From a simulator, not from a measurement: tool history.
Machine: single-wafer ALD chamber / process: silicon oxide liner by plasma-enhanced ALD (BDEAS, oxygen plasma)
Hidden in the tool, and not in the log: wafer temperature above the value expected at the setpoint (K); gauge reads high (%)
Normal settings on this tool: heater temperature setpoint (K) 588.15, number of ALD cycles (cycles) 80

| run | hour | heater temperature setpoint (K) | number of ALD cycles (cycles) | wafers since the last listed run | hours since the last thermocouple change | hours since the gauge calibration | read-back reference wafer on the same gauge, thickness_nm | mean film thickness on the monitor wafer (angstrom) |
|---|---|---|---|---|---|---|---|---|
| 1 | 0 | 588.15 | 80 | 0 | 708.6 | 449.4 | 5.941 | 68.23 |
| 2 | 29.2 | 588.15 | 80 | 154 | 737.8 | 478.6 | 5.944 | 67.99 |
| 3 | 57.3 | 588.15 | 80 | 148 | 765.9 | 506.7 | 5.949 | 68.02 |
| 4 | 70.8 | 576.15 | 80 | 71 | 779.4 | 520.2 | 5.95 | 69.26 |
| 5 | 95.7 | 576.15 | 80 | 131 | 804.3 | 545.1 | 5.95 | 69.45 |
| 6 | 112.7 | 588.15 | 80 | 89 | 821.3 | 562.1 | 5.952 | 68.26 |
| 7 | 137.5 | 588.15 | 80 | 131 | 846.1 | 586.9 | 5.952 | 68.4 |
| 8 | 169.3 | 588.15 | 87 | 168 | 877.9 | 618.7 | 5.957 | 74.45 |
| 9 | 223.3 | 588.15 | 87 | 285 | 931.9 | 672.7 | 5.969 | 74.29 |
| 10 | 236.7 | 588.15 | 87 | 70 | 945.3 | 686.1 | 5.967 | 74.14 |
| 11 | 265.2 | 588.15 | 85 | 150 | 973.8 | 714.6 | 5.97 | 72.53 |
| 12 | 288.8 | 588.15 | 85 | 124 | 997.4 | 738.2 | 5.97 | 72.72 |
| 13 | 311.8 | 588.15 | 85 | 121 | 1020.4 | 761.2 | 5.974 | 72.52 |
| 14 | 345 | 588.15 | 80 | 175 | 1053.6 | 794.4 | 5.979 | 68.35 |
| 15 | 372.2 | 588.15 | 80 | 143 | 1080.8 | 821.6 | 5.981 | 68.4 |
| 16 | 386 | 588.15 | 80 | 73 | 1094.6 | 835.4 | 5.982 | 68.47 |
|  | 392.1 | gauge calibrated |
|  | 413.1 | thermocouple changed; heater temperature recalibrated |
| 17 | 413.6 | 588.15 | 80 | 103 | 0.5 | 21.5 | 5.871 | 67.3 |
| 18 | 434.1 | 588.15 | 80 | 108 | 21 | 42 | 5.871 | 67.16 |

Run 19, settings as shown, results not yet in. Your forecast:
| 19 | 466.6 | 588.15 | 80 | 171 | 53.5 | 74.5 | ? | ? |

read-back reference wafer on the same gauge, thickness_nm: 5.871
mean film thickness on the monitor wafer (angstrom): 67.36
Were there no unlogged condition in the tool, this run, its random variation unchanged, would have produced mean film thickness on the monitor wafer (angstrom) 67.43.
